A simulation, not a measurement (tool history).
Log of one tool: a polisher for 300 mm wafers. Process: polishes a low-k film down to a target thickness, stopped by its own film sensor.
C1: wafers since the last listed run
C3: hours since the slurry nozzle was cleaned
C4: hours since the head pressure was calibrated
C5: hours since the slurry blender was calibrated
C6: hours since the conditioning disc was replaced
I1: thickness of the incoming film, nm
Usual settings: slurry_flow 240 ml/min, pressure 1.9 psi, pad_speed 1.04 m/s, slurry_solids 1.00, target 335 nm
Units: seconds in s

run 1 hour=0.0 | slurry_flow=240 pressure=1.9 pad_speed=1.04 slurry_solids=1.00 target=323 | C1=0 wafers_polished_on_this_pad=1407 C3=460.3 C4=704.4 C5=405.0 C6=563.2 | I1=391.8 | seconds=178.2
-- hour=65.2 conditioning disc replaced and pad reconditioned
run 2 hour=92.3 | slurry_flow=240 pressure=1.9 pad_speed=1.04 slurry_solids=1.00 target=322 | C1=449 wafers_polished_on_this_pad=1857 C3=552.6 C4=796.7 C5=497.3 C6=27.1 | I1=393.1 | seconds=183.4
-- hour=138.4 head pressure recalibrated
-- hour=148.1 slurry blender recalibrated
run 3 hour=157.4 | slurry_flow=240 pressure=1.9 pad_speed=1.04 slurry_solids=1.00 target=322 | C1=304 wafers_polished_on_this_pad=2161 C3=617.7 C4=19.0 C5=9.3 C6=92.2 | I1=384.6 | seconds=143.2
-- hour=171.6 slurry nozzle cleaned
run 4 hour=203.8 | slurry_flow=240 pressure=1.9 pad_speed=1.04 slurry_solids=1.00 target=322 | C1=226 wafers_polished_on_this_pad=2387 C3=32.2 C4=65.4 C5=55.7 C6=138.6 | I1=387.5 | seconds=148.8
run 5 hour=311.6 | slurry_flow=240 pressure=1.9 pad_speed=1.28 slurry_solids=1.00 target=339 | C1=536 wafers_polished_on_this_pad=2924 C3=140.0 C4=173.2 C5=163.5 C6=246.4 | I1=389.9 | seconds=104.3
run 6 hour=352.0 | slurry_flow=240 pressure=1.9 pad_speed=1.28 slurry_solids=1.00 target=339 | C1=201 wafers_polished_on_this_pad=3125 C3=180.4 C4=213.6 C5=203.9 C6=286.8 | I1=383.9 | seconds=93.0
-- hour=368.1 worn pad replaced by a new one
run 7 hour=394.5 | slurry_flow=240 pressure=1.9 pad_speed=1.28 slurry_solids=1.00 target=339 | C1=191 wafers_polished_on_this_pad=131 C3=222.9 C4=256.1 C5=246.4 C6=329.3 | I1=393.4 | seconds=114.7
run 8 hour=447.6 | slurry_flow=240 pressure=1.9 pad_speed=1.04 slurry_solids=1.00 target=335 | C1=264 wafers_polished_on_this_pad=395 C3=276.0 C4=309.2 C5=299.5 C6=382.4 | I1=385.6 | seconds=128.4
run 9 hour=527.7 | slurry_flow=240 pressure=1.9 pad_speed=1.04 slurry_solids=1.00 target=335 | C1=398 wafers_polished_on_this_pad=794 C3=356.1 C4=389.3 C5=379.6 C6=462.5 | I1=384.6 | seconds=125.8
run 10 hour=570.9 | slurry_flow=270 pressure=1.3 pad_speed=0.94 slurry_solids=1.00 target=335 | C1=215 wafers_polished_on_this_pad=1010 C3=399.3 C4=432.5 C5=422.8 C6=505.7 | I1=390.9 | seconds=220.2
run 11 hour=653.9 | slurry_flow=240 pressure=1.9 pad_speed=1.04 slurry_solids=1.00 target=335 | C1=413 wafers_polished_on_this_pad=1423 C3=482.3 C4=515.5 C5=505.8 C6=588.7 | I1=394.0 | seconds=150.7
-- hour=672.6 conditioning disc replaced and pad reconditioned
run 12 hour=721.5 | slurry_flow=240 pressure=1.9 pad_speed=1.04 slurry_solids=1.00 target=335 | C1=326 wafers_polished_on_this_pad=1750 C3=549.9 C4=583.1 C5=573.4 C6=48.9 | I1=387.6 | seconds=134.7
-- hour=775.5 slurry nozzle cleaned
run 13 hour=785.8 | slurry_flow=240 pressure=1.9 pad_speed=1.04 slurry_solids=1.00 target=335 | C1=315 wafers_polished_on_this_pad=2065 C3=10.3 C4=647.4 C5=637.7 C6=113.2 | I1=386.2 | seconds=132.8
-- hour=793.6 slurry blender recalibrated
run 14 hour=877.5 | slurry_flow=240 pressure=1.9 pad_speed=1.36 slurry_solids=1.15 target=351 | C1=446 wafers_polished_on_this_pad=2512 C3=102.0 C4=739.1 C5=83.9 C6=204.9 | I1=391.5 | seconds=73.9
-- hour=886.2 worn pad replaced by a new one
run 15 hour=942.7 | slurry_flow=240 pressure=1.9 pad_speed=1.04 slurry_solids=0.75 target=317 | C1=304 wafers_polished_on_this_pad=281 C3=167.2 C4=804.3 C5=149.1 C6=270.1 | I1=391.8 | seconds=196.6
-- hour=985.7 head pressure recalibrated
run 16 hour=1043.5 | slurry_flow=240 pressure=1.9 pad_speed=1.04 slurry_solids=1.10 target=317 | C1=492 wafers_polished_on_this_pad=773 C3=268.0 C4=57.8 C5=249.9 C6=370.9 | I1=388.9 | seconds=168.1
run 17 hour=1116.0 | slurry_flow=240 pressure=1.9 pad_speed=0.94 slurry_solids=1.00 target=335 | C1=361 wafers_polished_on_this_pad=1134 C3=340.5 C4=130.3 C5=322.4 C6=443.4 | I1=392.5 | seconds=155.4
run 18 hour=1153.0 | slurry_flow=305 pressure=1.9 pad_speed=0.86 slurry_solids=1.00 target=335 | C1=184 wafers_polished_on_this_pad=1318 C3=377.5 C4=167.3 C5=359.4 C6=480.4 | I1=388.0 | seconds=153.6
run 19 hour=1232.7 | slurry_flow=240 pressure=2.5 pad_speed=0.86 slurry_solids=1.00 target=335 | C1=396 wafers_polished_on_this_pad=1715 C3=457.2 C4=247.0 C5=439.1 C6=560.1 | I1=393.7 | seconds=135.2
-- hour=1306.6 conditioning disc replaced and pad reconditioned
-- hour=1353.4 slurry nozzle cleaned
-- hour=1385.3 slurry blender recalibrated
run 20 hour=1425.9 | slurry_flow=240 pressure=1.7 pad_speed=1.04 slurry_solids=1.00 target=351 | C1=937 wafers_polished_on_this_pad=2653 C3=72.5 C4=440.2 C5=40.6 C6=119.3 | I1=389.9 | seconds=99.1
-- hour=1551.9 worn pad replaced by a new one
run 21 hour=1729.4 | slurry_flow=240 pressure=1.9 pad_speed=1.04 slurry_solids=1.00 target=335 | C1=1491 wafers_polished_on_this_pad=884 C3=376.0 C4=743.7 C5=344.1 C6=422.8 | I1=398.3 | seconds=160.6
run 22 hour=1824.7 | slurry_flow=215 pressure=2.3 pad_speed=1.04 slurry_solids=1.00 target=335 | C1=474 wafers_polished_on_this_pad=1358 C3=471.3 C4=839.0 C5=439.4 C6=518.1 | I1=394.3 | seconds=126.9
-- hour=1873.5 conditioning disc replaced and pad reconditioned
run 23 hour=1908.9 | slurry_flow=240 pressure=1.2 pad_speed=1.04 slurry_solids=0.80 target=349 | C1=409 wafers_polished_on_this_pad=1768 C3=555.5 C4=923.2 C5=523.6 C6=35.4 | I1=391.0 | seconds=186.7
-- hour=1911.4 slurry nozzle cleaned
-- hour=1916.8 head pressure recalibrated
-- hour=2054.8 slurry blender recalibrated
run 24 hour=2196.8 | slurry_flow=240 pressure=1.9 pad_speed=1.04 slurry_solids=0.70 target=335 | C1=1409 wafers_polished_on_this_pad=3177 C3=285.4 C4=280.0 C5=142.0 C6=323.3 | I1=395.2 | seconds=162.8
-- hour=2231.3 worn pad replaced by a new one
run 25 hour=2252.0 | slurry_flow=170 pressure=1.3 pad_speed=0.72 slurry_solids=1.30 target=335 | C1=255 wafers_polished_on_this_pad=103 C3=340.6 C4=335.2 C5=197.2 C6=378.5 | I1=393.0 | seconds=260.7
run 26 hour=2343.6 | slurry_flow=240 pressure=1.9 pad_speed=0.94 slurry_solids=1.30 target=326 | C1=456 wafers_polished_on_this_pad=559 C3=432.2 C4=426.8 C5=288.8 C6=470.1 | I1=390.8 | seconds=155.3

The same runs without the tool's hidden state, with the same run-to-run variation:
The hidden state here: removal rate lost through wear of the pad, %; slurry flow missing at the pad, %; deviation of the head's pressure from its setpoint, %; abrasive missing from the slurry, %; time polished since the conditioner stopped cutting, s.
run=1 seconds=154.8
run=2 seconds=158.0
run=3 seconds=140.3
run=4 seconds=142.2
run=5 seconds=95.3
run=6 seconds=84.0
run=7 seconds=102.4
run=8 seconds=113.4
run=9 seconds=109.6
run=10 seconds=191.0
run=11 seconds=129.8
run=12 seconds=115.5
run=13 seconds=113.6
run=14 seconds=69.8
run=15 seconds=178.9
run=16 seconds=150.5
run=17 seconds=136.6
run=18 seconds=134.3
run=19 seconds=117.0
run=20 seconds=95.1
run=21 seconds=140.1
run=22 seconds=109.5
run=23 seconds=157.9
run=24 seconds=151.3
run=25 seconds=242.1
run=26 seconds=141.5
